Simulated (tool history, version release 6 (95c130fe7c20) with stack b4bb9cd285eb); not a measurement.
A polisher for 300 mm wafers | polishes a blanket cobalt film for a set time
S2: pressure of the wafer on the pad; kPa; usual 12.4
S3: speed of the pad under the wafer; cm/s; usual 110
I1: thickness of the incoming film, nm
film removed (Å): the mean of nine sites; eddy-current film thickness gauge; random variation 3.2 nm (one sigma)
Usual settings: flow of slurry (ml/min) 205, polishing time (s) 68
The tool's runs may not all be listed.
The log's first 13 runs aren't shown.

run 14 hour=148.7 | flow_of_slurry_(ml/min)=205 S2=12.4 S3=110 polishing_time_(s)=68 | I1=1358.1 | film_removed_(Å)=3411
run 15 hour=161.7 | flow_of_slurry_(ml/min)=205 S2=12.4 S3=110 polishing_time_(s)=68 | I1=1368.7 | film_removed_(Å)=3407
run 16 hour=170.2 | flow_of_slurry_(ml/min)=205 S2=12.4 S3=110 polishing_time_(s)=68 | I1=1337.8 | film_removed_(Å)=3428
-- hour=175.7 slurry nozzle cleaned
-- hour=188.4 worn pad replaced by a new one
run 17 hour=188.9 | flow_of_slurry_(ml/min)=205 S2=15.2 S3=110 polishing_time_(s)=68 | I1=1350.6 | film_removed_(Å)=4005
-- hour=202.0 head pressure recalibrated
run 18 hour=202.5 | flow_of_slurry_(ml/min)=205 S2=12.4 S3=110 polishing_time_(s)=74 | I1=1377.1 | film_removed_(Å)=3752
run 19 hour=233.5 | flow_of_slurry_(ml/min)=255 S2=12.4 S3=110 polishing_time_(s)=68 | I1=1379.2 | film_removed_(Å)=3507
run 20 hour=245.3 | flow_of_slurry_(ml/min)=205 S2=13.8 S3=110 polishing_time_(s)=68 | I1=1360.2 | film_removed_(Å)=3707
run 21 hour=257.4 | flow_of_slurry_(ml/min)=205 S2=12.4 S3=110 polishing_time_(s)=68 | I1=1372.1 | film_removed_(Å)=3406
run 22 hour=268.5 | flow_of_slurry_(ml/min)=205 S2=9.7 S3=90 polishing_time_(s)=58 | I1=1375.0 | film_removed_(Å)=2006
run 23 hour=276.8 | flow_of_slurry_(ml/min)=205 S2=8.3 S3=110 polishing_time_(s)=86 | I1=1365.4 | film_removed_(Å)=3137
run 24 hour=293.0 | flow_of_slurry_(ml/min)=185 S2=9.7 S3=144 polishing_time_(s)=48 | I1=1347.9 | film_removed_(Å)=2566
run 25 hour=308.7 | flow_of_slurry_(ml/min)=255 S2=10.3 S3=92 polishing_time_(s)=68 | I1=1362.9 | film_removed_(Å)=2567
-- hour=322.0 worn pad replaced by a new one
run 26 hour=324.5 | flow_of_slurry_(ml/min)=250 S2=12.4 S3=120 polishing_time_(s)=68 | I1=1377.1 | film_removed_(Å)=3803
run 27 hour=333.9 | flow_of_slurry_(ml/min)=205 S2=12.4 S3=130 polishing_time_(s)=68 | I1=1364.8 | film_removed_(Å)=4028
run 28 hour=346.1 | flow_of_slurry_(ml/min)=175 S2=14.5 S3=110 polishing_time_(s)=68 | I1=1368.4 | film_removed_(Å)=3848
run 29 hour=361.4 | flow_of_slurry_(ml/min)=205 S2=12.4 S3=110 polishing_time_(s)=68 | I1=1372.4 | film_removed_(Å)=3395
run 30 hour=374.6 | flow_of_slurry_(ml/min)=205 S2=12.4 S3=110 polishing_time_(s)=68 | I1=1339.0 | film_removed_(Å)=3396
run 31 hour=387.8 | flow_of_slurry_(ml/min)=205 S2=12.4 S3=110 polishing_time_(s)=68 | I1=1360.9 | film_removed_(Å)=3406
run 32 hour=405.1 | flow_of_slurry_(ml/min)=205 S2=9.0 S3=110 polishing_time_(s)=68 | I1=1340.5 | film_removed_(Å)=2661
run 33 hour=423.0 | flow_of_slurry_(ml/min)=205 S2=12.4 S3=110 polishing_time_(s)=68 | I1=1348.3 | film_removed_(Å)=3429
run 34 hour=434.4 | flow_of_slurry_(ml/min)=205 S2=12.4 S3=98 polishing_time_(s)=75 | I1=1361.0 | film_removed_(Å)=3373
run 35 hour=441.0 | flow_of_slurry_(ml/min)=225 S2=9.7 S3=110 polishing_time_(s)=68 | I1=1370.5 | film_removed_(Å)=2878
run 36 hour=447.7 | flow_of_slurry_(ml/min)=155 S2=10.3 S3=126 polishing_time_(s)=68 | I1=1353.1 | film_removed_(Å)=3335
run 37 hour=454.4 | flow_of_slurry_(ml/min)=205 S2=12.4 S3=110 polishing_time_(s)=82 | I1=1379.7 | film_removed_(Å)=4176

4 ways to go on from here, each from the tool as it stands after run 37. What would each give?
run A hour=454.8 | flow_of_slurry_(ml/min)=205 S2=12.4 S3=110 polishing_time_(s)=75 | I1=1349.2 | film_removed_(Å)=?
run B hour=454.8 | flow_of_slurry_(ml/min)=205 S2=10.3 S3=146 polishing_time_(s)=68 | I1=1349.2 | film_removed_(Å)=?
run C hour=454.8 | flow_of_slurry_(ml/min)=225 S2=12.4 S3=110 polishing_time_(s)=87 | I1=1349.2 | film_removed_(Å)=?
run D hour=454.8 | flow_of_slurry_(ml/min)=265 S2=9.0 S3=110 polishing_time_(s)=68 | I1=1349.2 | film_removed_(Å)=?

run=A film_removed_(Å)=3786
run=B film_removed_(Å)=3913
run=C film_removed_(Å)=4427
run=D film_removed_(Å)=2741
Without the tool's hidden state the same runs would have given:
run=A film_removed_(Å)=3786
run=B film_removed_(Å)=3913
run=C film_removed_(Å)=4427
run=D film_removed_(Å)=2741
